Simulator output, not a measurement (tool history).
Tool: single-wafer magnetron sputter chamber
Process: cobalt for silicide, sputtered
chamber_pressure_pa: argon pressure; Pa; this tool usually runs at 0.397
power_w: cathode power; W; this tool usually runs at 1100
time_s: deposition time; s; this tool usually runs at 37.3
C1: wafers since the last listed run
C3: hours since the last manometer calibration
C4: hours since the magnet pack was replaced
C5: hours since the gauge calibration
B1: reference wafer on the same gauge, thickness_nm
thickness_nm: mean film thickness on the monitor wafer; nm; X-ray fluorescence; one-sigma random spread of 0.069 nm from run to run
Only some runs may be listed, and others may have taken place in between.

Run 1, hour 0: usual settings; C1 0; wafers on the sputter target 4317; C3 2707; C4 8751; C5 73.3; B1 22.717. Result: thickness_nm 20.221 nm.
Run 2, hour 9.5: usual settings; C1 165; wafers on the sputter target 4483; C3 2716.5; C4 8760.5; C5 82.8; B1 22.704. Result: thickness_nm 20.165 nm.
Run 3, hour 22.1: usual settings; C1 220; wafers on the sputter target 4703; C3 2729.1; C4 8773.1; C5 95.4; B1 22.688. Result: thickness_nm 20.026 nm.
Run 4, hour 40: usual settings but chamber_pressure_pa 0.518 Pa; C1 312; wafers on the sputter target 5016; C3 2747; C4 8791; C5 113.3; B1 22.728. Result: thickness_nm 19.346 nm.
Run 5, hour 92.7: usual settings but chamber_pressure_pa 0.518 Pa; C1 920; wafers on the sputter target 5936; C3 2799.7; C4 8843.7; C5 166; B1 22.716. Result: thickness_nm 18.979 nm.
Run 6, hour 102.9: usual settings but chamber_pressure_pa 0.518 Pa; C1 178; wafers on the sputter target 6114; C3 2809.9; C4 8853.9; C5 176.2; B1 22.692. Result: thickness_nm 19.054 nm.
Run 7, hour 110.2: usual settings but time_s 42.9 s; C1 127; wafers on the sputter target 6242; C3 2817.2; C4 8861.2; C5 183.5; B1 22.712. Result: thickness_nm 22.795 nm.
Run 8, hour 116.8: usual settings; C1 115; wafers on the sputter target 6357; C3 2823.8; C4 8867.8; C5 190.1; B1 22.703. Result: thickness_nm 19.703 nm.
Run 9, hour 123.7: usual settings; C1 120; wafers on the sputter target 6477; C3 2830.7; C4 8874.7; C5 197; B1 22.687. Result: thickness_nm 19.781 nm.
Run 10, hour 139.7: usual settings; C1 279; wafers on the sputter target 6757; C3 2846.7; C4 8890.7; C5 213; B1 22.704. Result: thickness_nm 19.694 nm.
At hour 149.8: sputter target and shields replaced.
Run 11, hour 154.9: usual settings; C1 125; wafers on the sputter target 88; C3 2861.9; C4 8905.9; C5 228.2; B1 22.682. Result: thickness_nm 20.475 nm.
At hour 168.8: magnet pack replaced.
Run 12, hour 169.3: usual settings; C1 111; wafers on the sputter target 200; C3 2876.3; C4 0.5; C5 242.6; B1 22.693. Result: thickness_nm 20.571 nm.
Run 13, hour 182.1: usual settings but power_w 1000 W; C1 223; wafers on the sputter target 423; C3 2889.1; C4 13.3; C5 255.4; B1 22.703. Result: thickness_nm 18.668 nm.
Run 14, hour 196.9: usual settings but power_w 1000 W; C1 258; wafers on the sputter target 682; C3 2903.9; C4 28.1; C5 270.2; B1 22.721. Result: thickness_nm 18.656 nm.
Run 15, hour 210.9: usual settings; C1 244; wafers on the sputter target 926; C3 2917.9; C4 42.1; C5 284.2; B1 22.703. Result: thickness_nm 20.522 nm.
At hour 225: capacitance manometer re-zeroed and calibrated.
Run 16, hour 225.5: usual settings; C1 115; wafers on the sputter target 1041; C3 0.5; C4 56.7; C5 298.8; B1 22.668. Result: thickness_nm 20.601 nm.
Run 17, hour 232.3: usual settings but power_w 950 W, time_s 41.7 s; C1 118; wafers on the sputter target 1160; C3 7.3; C4 63.5; C5 305.6; B1 22.693. Result: thickness_nm 19.691 nm.
Run 18, hour 249: usual settings; C1 291; wafers on the sputter target 1452; C3 24; C4 80.2; C5 322.3; B1 22.696. Result: thickness_nm 20.574 nm.
Run 19, hour 255.3: usual settings but chamber_pressure_pa 0.259 Pa, power_w 900 W; C1 110; wafers on the sputter target 1562; C3 30.3; C4 86.5; C5 328.6; B1 22.692. Result: thickness_nm 17.607 nm.
Run 20, hour 268.4: usual settings; C1 228; wafers on the sputter target 1790; C3 43.4; C4 99.6; C5 341.7; B1 22.729. Result: thickness_nm 20.471 nm.
Run 21, hour 274.4: usual settings but chamber_pressure_pa 0.321 Pa, power_w 1000 W, time_s 35.1 s; C1 104; wafers on the sputter target 1895; C3 49.4; C4 105.6; C5 347.7; B1 22.704. Result: thickness_nm 17.9 nm.
Run 22, hour 287.9: usual settings but time_s 42.9 s; C1 235; wafers on the sputter target 2131; C3 62.9; C4 119.1; C5 361.2; B1 22.698. Result: thickness_nm 23.493 nm.
Run 23, hour 298.1: usual settings but chamber_pressure_pa 0.283 Pa, power_w 950 W; C1 178; wafers on the sputter target 2309; C3 73.1; C4 129.3; C5 371.4; B1 22.693. Result: thickness_nm 18.364 nm.
Run 24, hour 304.6: usual settings; C1 113; wafers on the sputter target 2423; C3 79.6; C4 135.8; C5 377.9; B1 22.673. Result: thickness_nm 20.378 nm.
Run 25, hour 317: usual settings but chamber_pressure_pa 0.475 Pa, power_w 850 W, time_s 30 s; C1 216; wafers on the sputter target 2639; C3 92; C4 148.2; C5 390.3; B1 22.702. Result: thickness_nm 12.329 nm.
Run 26, hour 332.4: usual settings but chamber_pressure_pa 0.496 Pa; C1 268; wafers on the sputter target 2908; C3 107.4; C4 163.6; C5 405.7; B1 22.701. Result: thickness_nm 19.737 nm.
At hour 342.3: gauge calibrated.
Run 27, hour 343: usual settings but chamber_pressure_pa 0.473 Pa, power_w 850 W; C1 185; wafers on the sputter target 3093; C3 118; C4 174.2; C5 0.7; B1 22.706. Result: thickness_nm 15.299 nm.
Run 28, hour 357.1: usual settings but chamber_pressure_pa 0.336 Pa, power_w 1250 W, time_s 33.4 s; C1 246; wafers on the sputter target 3339; C3 132.1; C4 188.3; C5 14.8; B1 22.719. Result: thickness_nm 21.101 nm.
Run 29, hour 370.1: usual settings; C1 226; wafers on the sputter target 3566; C3 145.1; C4 201.3; C5 27.8; B1 22.704. Result: thickness_nm 20.372 nm.
Run 30, hour 376.4: usual settings; C1 110; wafers on the sputter target 3676; C3 151.4; C4 207.6; C5 34.1; B1 22.713. Result: thickness_nm 20.326 nm.
Run 31, hour 393.9: usual settings; C1 305; wafers on the sputter target 3982; C3 168.9; C4 225.1; C5 51.6; B1 22.678. Result: thickness_nm 20.181 nm.
Run 32, hour 401.4: usual settings but chamber_pressure_pa 0.291 Pa; C1 130; wafers on the sputter target 4113; C3 176.4; C4 232.6; C5 59.1; B1 22.701. Result: thickness_nm 21.028 nm.
Run 33, hour 408.2: usual settings but chamber_pressure_pa 0.548 Pa, power_w 850 W; C1 118; wafers on the sputter target 4231; C3 183.2; C4 239.4; C5 65.9; B1 22.692. Result: thickness_nm 14.733 nm.
Run 34, hour 420.9: usual settings but chamber_pressure_pa 0.311 Pa, power_w 1000 W, time_s 42.9 s; C1 221; wafers on the sputter target 4453; C3 195.9; C4 252.1; C5 78.6; B1 22.676. Result: thickness_nm 21.872 nm.
Run 35, hour 437.9: usual settings; C1 296; wafers on the sputter target 4750; C3 212.9; C4 269.1; C5 95.6; B1 22.7. Result: thickness_nm 20.003 nm.
Run 36, hour 453.5: usual settings but power_w 1350 W; C1 272; wafers on the sputter target 5022; C3 228.5; C4 284.7; C5 111.2; B1 22.714. Result: thickness_nm 24.556 nm.

Alternative continuations, all from the tool just after run 36; predict every row:
Run A, hour 453.9: usual settings but time_s 33.9 s; C1 6; wafers on the sputter target 5029; C3 228.9; C4 285.1; C5 111.6; B1 ?. Result: thickness_nm ?.
Run B, hour 453.9: usual settings but power_w 900 W, time_s 42.3 s; C1 6; wafers on the sputter target 5029; C3 228.9; C4 285.1; C5 111.6; B1 ?. Result: thickness_nm ?.
Run C, hour 453.9: usual settings but power_w 900 W, time_s 42.5 s; C1 6; wafers on the sputter target 5029; C3 228.9; C4 285.1; C5 111.6; B1 ?. Result: thickness_nm ?.

run      B1  thickness_nm
  A  22.731        18.103
  B  22.731        18.482
  C  22.731        18.569
Without the tool's unlogged condition, the same runs would have read:
run  thickness_nm
  A        18.626
  B        19.015
  C        19.105

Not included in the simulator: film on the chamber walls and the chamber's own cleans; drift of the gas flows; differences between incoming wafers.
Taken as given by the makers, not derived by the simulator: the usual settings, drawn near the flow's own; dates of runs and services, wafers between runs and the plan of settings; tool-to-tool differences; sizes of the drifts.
